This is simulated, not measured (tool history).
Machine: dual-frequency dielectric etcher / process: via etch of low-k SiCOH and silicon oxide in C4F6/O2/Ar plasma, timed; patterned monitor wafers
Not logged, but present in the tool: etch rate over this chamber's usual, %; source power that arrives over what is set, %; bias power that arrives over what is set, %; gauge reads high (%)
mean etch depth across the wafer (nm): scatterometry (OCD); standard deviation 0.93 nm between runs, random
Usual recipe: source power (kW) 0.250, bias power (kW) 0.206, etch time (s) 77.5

| run | hour | source power (kW) | bias power (kW) | etch time (s) | wafers since the last listed run | hours since the last wet clean | hours since the last source power generator calibration | hours since the last bias power generator calibration | hours since the last upper electrode change | hours since the gauge calibration | read-back reference wafer on the same gauge, depth_nm | mean etch depth across the wafer (nm) |
|---|---|---|---|---|---|---|---|---|---|---|---|---|
| 1 | 0.0 | 0.250 | 0.206 | 77.5 | 0 | 362.1 | 460.5 | 2867.6 | 3984.2 | 557.7 | 196.7 | 196.1 |
| 2 | 64.7 | 0.250 | 0.206 | 77.5 | 632 | 426.8 | 525.2 | 2932.3 | 4048.9 | 622.4 | 197.7 | 198.1 |
| 3 | 116.4 | 0.280 | 0.206 | 77.5 | 505 | 478.5 | 576.9 | 2984.0 | 4100.6 | 674.1 | 197.3 | 200.8 |
| 4 | 155.7 | 0.280 | 0.206 | 77.5 | 384 | 517.8 | 616.2 | 3023.3 | 4139.9 | 713.4 | 197.2 | 201.2 |
| 5 | 188.0 | 0.230 | 0.206 | 77.5 | 315 | 550.1 | 648.5 | 3055.6 | 4172.2 | 745.7 | 197.6 | 193.5 |
|  | 244.2 | wet clean of the chamber |
| 6 | 358.4 | 0.230 | 0.206 | 77.5 | 1431 | 114.2 | 818.9 | 3226.0 | 4342.6 | 916.1 | 198.2 | 194.0 |
| 7 | 387.1 | 0.230 | 0.206 | 77.5 | 280 | 142.9 | 847.6 | 3254.7 | 4371.3 | 944.8 | 197.8 | 194.2 |
| 8 | 416.2 | 0.250 | 0.206 | 77.5 | 284 | 172.0 | 876.7 | 3283.8 | 4400.4 | 973.9 | 198.3 | 197.0 |
|  | 443.5 | upper electrode replaced |
| 9 | 473.1 | 0.250 | 0.206 | 77.5 | 321 | 228.9 | 933.6 | 3340.7 | 29.6 | 1030.8 | 198.0 | 198.5 |
| 10 | 534.1 | 0.250 | 0.206 | 77.5 | 596 | 289.9 | 994.6 | 3401.7 | 90.6 | 1091.8 | 198.4 | 198.8 |
| 11 | 583.7 | 0.250 | 0.206 | 77.5 | 485 | 339.5 | 1044.2 | 3451.3 | 140.2 | 1141.4 | 198.4 | 197.0 |
| 12 | 646.3 | 0.250 | 0.206 | 77.5 | 612 | 402.1 | 1106.8 | 3513.9 | 202.8 | 1204.0 | 198.3 | 199.6 |
|  | 677.7 | gauge calibrated |
| 13 | 681.9 | 0.250 | 0.206 | 77.5 | 348 | 437.7 | 1142.4 | 3549.5 | 238.4 | 4.2 | 191.5 | 189.9 |
|  | 779.3 | wet clean of the chamber |
| 14 | 827.0 | 0.270 | 0.174 | 87.5 | 1184 | 47.7 | 1287.5 | 3694.6 | 383.5 | 149.3 | 194.4 | 210.5 |
| 15 | 866.9 | 0.250 | 0.206 | 77.5 | 390 | 87.6 | 1327.4 | 3734.5 | 423.4 | 189.2 | 195.0 | 193.7 |
| 16 | 917.6 | 0.220 | 0.246 | 64.0 | 495 | 138.3 | 1378.1 | 3785.2 | 474.1 | 239.9 | 195.8 | 166.8 |
| 17 | 965.8 | 0.230 | 0.252 | 88.0 | 471 | 186.5 | 1426.3 | 3833.4 | 522.3 | 288.1 | 195.7 | 234.2 |
| 18 | 1008.3 | 0.250 | 0.206 | 77.5 | 415 | 229.0 | 1468.8 | 3875.9 | 564.8 | 330.6 | 196.4 | 195.7 |
| 19 | 1036.9 | 0.230 | 0.252 | 88.0 | 279 | 257.6 | 1497.4 | 3904.5 | 593.4 | 359.2 | 196.9 | 233.2 |
|  | 1047.1 | bias power generator calibrated |
| 20 | 1079.3 | 0.190 | 0.253 | 100.0 | 375 | 300.0 | 1539.8 | 32.2 | 635.8 | 401.6 | 197.0 | 261.2 |
|  | 1103.9 | source power generator calibrated |
| 21 | 1122.5 | 0.230 | 0.206 | 65.0 | 383 | 343.2 | 18.6 | 75.4 | 679.0 | 444.8 | 197.3 | 160.9 |
| 22 | 1175.8 | 0.250 | 0.206 | 77.5 | 521 | 396.5 | 71.9 | 128.7 | 732.3 | 498.1 | 197.9 | 197.0 |
| 23 | 1215.8 | 0.300 | 0.254 | 77.5 | 391 | 436.5 | 111.9 | 168.7 | 772.3 | 538.1 | 198.0 | 219.2 |
| 24 | 1261.4 | 0.280 | 0.184 | 88.5 | 445 | 482.1 | 157.5 | 214.3 | 817.9 | 583.7 | 198.4 | 223.9 |
| 25 | 1298.1 | 0.300 | 0.184 | 95.0 | 358 | 518.8 | 194.2 | 251.0 | 854.6 | 620.4 | 198.7 | 243.7 |
| 26 | 1343.2 | 0.270 | 0.206 | 77.5 | 441 | 563.9 | 239.3 | 296.1 | 899.7 | 665.5 | 198.7 | 202.7 |
| 27 | 1414.5 | 0.250 | 0.206 | 58.5 | 697 | 635.2 | 310.6 | 367.4 | 971.0 | 736.8 | 198.8 | 148.5 |

Alternative continuations, all from the tool just after run 27; predict every row:
| A | 1414.9 | 0.250 | 0.206 | 99.5 | 3 | 635.6 | 311.0 | 367.8 | 971.4 | 737.2 | ? | ? |
| B | 1414.9 | 0.250 | 0.175 | 90.0 | 3 | 635.6 | 311.0 | 367.8 | 971.4 | 737.2 | ? | ? |
| C | 1414.9 | 0.190 | 0.170 | 77.5 | 3 | 635.6 | 311.0 | 367.8 | 971.4 | 737.2 | ? | ? |
| D | 1414.9 | 0.250 | 0.174 | 89.5 | 3 | 635.6 | 311.0 | 367.8 | 971.4 | 737.2 | ? | ? |

| run | read-back reference wafer on the same gauge, depth_nm | mean etch depth across the wafer (nm) |
|---|---|---|
| A | 198.9 | 255.4 |
| B | 198.9 | 219.3 |
| C | 198.9 | 177.5 |
| D | 198.9 | 217.7 |
Had the tool no hidden state, the same runs would have come out as:
| run | mean etch depth across the wafer (nm) |
|---|---|
| A | 245.2 |
| B | 210.6 |
| C | 170.4 |
| D | 209.0 |

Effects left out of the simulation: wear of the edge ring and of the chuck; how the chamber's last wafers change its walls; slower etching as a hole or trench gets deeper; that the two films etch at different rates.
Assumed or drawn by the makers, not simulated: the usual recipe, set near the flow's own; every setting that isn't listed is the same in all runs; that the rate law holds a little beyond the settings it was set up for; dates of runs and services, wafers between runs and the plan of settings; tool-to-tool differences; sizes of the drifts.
